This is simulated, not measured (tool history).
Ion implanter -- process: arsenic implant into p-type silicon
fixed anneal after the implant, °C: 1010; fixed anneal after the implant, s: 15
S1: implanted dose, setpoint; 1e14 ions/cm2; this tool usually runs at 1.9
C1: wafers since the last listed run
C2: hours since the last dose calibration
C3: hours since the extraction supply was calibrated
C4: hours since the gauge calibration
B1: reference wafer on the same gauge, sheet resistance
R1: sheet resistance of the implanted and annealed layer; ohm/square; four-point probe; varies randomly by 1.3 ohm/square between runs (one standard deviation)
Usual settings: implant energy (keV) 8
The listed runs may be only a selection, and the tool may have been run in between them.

{"run": 1, "hour": 0.0, "S1": 1.9, "implant energy (keV)": 8, "C1": 0, "C2": 1019.9, "C3": 2269.4, "C4": 64.3, "B1": 398.03, "R1": 487.36}
{"run": 2, "hour": 13.0, "S1": 1.9, "implant energy (keV)": 8, "C1": 216, "C2": 1032.9, "C3": 2282.4, "C4": 77.3, "B1": 397.99, "R1": 484.92}
{"run": 3, "hour": 40.6, "S1": 1.9, "implant energy (keV)": 8, "C1": 459, "C2": 1060.5, "C3": 2310, "C4": 104.9, "B1": 398.01, "R1": 487.1}
{"run": 4, "hour": 60.2, "S1": 1.63, "implant energy (keV)": 6.5, "C1": 326, "C2": 1080.1, "C3": 2329.6, "C4": 124.5, "B1": 397.84, "R1": 561.02}
{"run": 5, "hour": 91.1, "S1": 1.9, "implant energy (keV)": 6.5, "C1": 514, "C2": 1111, "C3": 2360.5, "C4": 155.4, "B1": 398.11, "R1": 494.12}
{"run": 6, "hour": 106.6, "S1": 1.9, "implant energy (keV)": 6.5, "C1": 257, "C2": 1126.5, "C3": 2376, "C4": 170.9, "B1": 398.06, "R1": 496.85}
{"run": 7, "hour": 136.4, "S1": 1.9, "implant energy (keV)": 6.5, "C1": 495, "C2": 1156.3, "C3": 2405.8, "C4": 200.7, "B1": 397.93, "R1": 494.35}
{"run": 8, "hour": 159.4, "S1": 2.16, "implant energy (keV)": 8, "C1": 382, "C2": 1179.3, "C3": 2428.8, "C4": 223.7, "B1": 398.08, "R1": 439.8}
{"run": 9, "hour": 174.6, "S1": 1.45, "implant energy (keV)": 6.5, "C1": 252, "C2": 1194.5, "C3": 2444, "C4": 238.9, "B1": 397.86, "R1": 605.75}
{"run": 10, "hour": 189.9, "S1": 2.26, "implant energy (keV)": 8, "C1": 254, "C2": 1209.8, "C3": 2459.3, "C4": 254.2, "B1": 398.08, "R1": 421.55}
{"run": 11, "hour": 220.2, "S1": 2.26, "implant energy (keV)": 8, "C1": 504, "C2": 1240.1, "C3": 2489.6, "C4": 284.5, "B1": 398.2, "R1": 425}
{"run": 12, "hour": 252.9, "S1": 2.26, "implant energy (keV)": 8, "C1": 544, "C2": 1272.8, "C3": 2522.3, "C4": 317.2, "B1": 398.08, "R1": 420.71}
{"run": 13, "hour": 286.6, "S1": 1.9, "implant energy (keV)": 8, "C1": 560, "C2": 1306.5, "C3": 2556, "C4": 350.9, "B1": 397.92, "R1": 480.32}
{"run": 14, "hour": 300.9, "S1": 2.18, "implant energy (keV)": 10.5, "C1": 237, "C2": 1320.8, "C3": 2570.3, "C4": 365.2, "B1": 398.01, "R1": 420.22}
{"hour": 302.9, "done": "gauge calibrated"}
{"run": 15, "hour": 317.3, "S1": 1.9, "implant energy (keV)": 8, "C1": 272, "C2": 1337.2, "C3": 2586.7, "C4": 14.4, "B1": 398.05, "R1": 482.14}
{"run": 16, "hour": 335.2, "S1": 1.63, "implant energy (keV)": 6.5, "C1": 297, "C2": 1355.1, "C3": 2604.6, "C4": 32.3, "B1": 397.84, "R1": 553.73}
{"run": 17, "hour": 361.7, "S1": 1.48, "implant energy (keV)": 8, "C1": 440, "C2": 1381.6, "C3": 2631.1, "C4": 58.8, "B1": 397.96, "R1": 583.94}
{"hour": 381.8, "done": "extraction supply calibrated"}
{"run": 18, "hour": 393.4, "S1": 1.9, "implant energy (keV)": 8, "C1": 394, "C2": 1413.3, "C3": 11.6, "C4": 90.5, "B1": 398.13, "R1": 480.87}
{"run": 19, "hour": 410.8, "S1": 2.25, "implant energy (keV)": 7, "C1": 289, "C2": 1430.7, "C3": 29, "C4": 107.9, "B1": 397.99, "R1": 427.59}
{"run": 20, "hour": 431.4, "S1": 2.22, "implant energy (keV)": 7, "C1": 342, "C2": 1451.3, "C3": 49.6, "C4": 128.5, "B1": 397.95, "R1": 432.42}
{"hour": 458.6, "done": "Faraday cup replaced and dose calibrated"}
{"run": 21, "hour": 459.1, "S1": 2.13, "implant energy (keV)": 10, "C1": 327, "C2": 0.5, "C3": 77.3, "C4": 156.2, "B1": 398.04, "R1": 440.1}
{"run": 22, "hour": 487.8, "S1": 1.45, "implant energy (keV)": 6.5, "C1": 477, "C2": 29.2, "C3": 106, "C4": 184.9, "B1": 398.25, "R1": 617.75}
{"run": 23, "hour": 503.5, "S1": 1.67, "implant energy (keV)": 10.5, "C1": 261, "C2": 44.9, "C3": 121.7, "C4": 200.6, "B1": 398, "R1": 522.65}
{"run": 24, "hour": 522.8, "S1": 2.13, "implant energy (keV)": 9, "C1": 321, "C2": 64.2, "C3": 141, "C4": 219.9, "B1": 397.89, "R1": 441.66}
{"run": 25, "hour": 554.5, "S1": 1.61, "implant energy (keV)": 10.5, "C1": 527, "C2": 95.9, "C3": 172.7, "C4": 251.6, "B1": 397.93, "R1": 539.57}

The next listed run, before its measurement:
{"run": 26, "hour": 576.4, "S1": 1.5, "implant energy (keV)": 7, "C1": 364, "C2": 117.8, "C3": 194.6, "C4": 273.5, "B1": "?", "R1": "?"}

B1: 398.04
R1: 597.56 ohm/square
Had the tool carried no hidden state, the very same run would have given R1 600.74 ohm/square.

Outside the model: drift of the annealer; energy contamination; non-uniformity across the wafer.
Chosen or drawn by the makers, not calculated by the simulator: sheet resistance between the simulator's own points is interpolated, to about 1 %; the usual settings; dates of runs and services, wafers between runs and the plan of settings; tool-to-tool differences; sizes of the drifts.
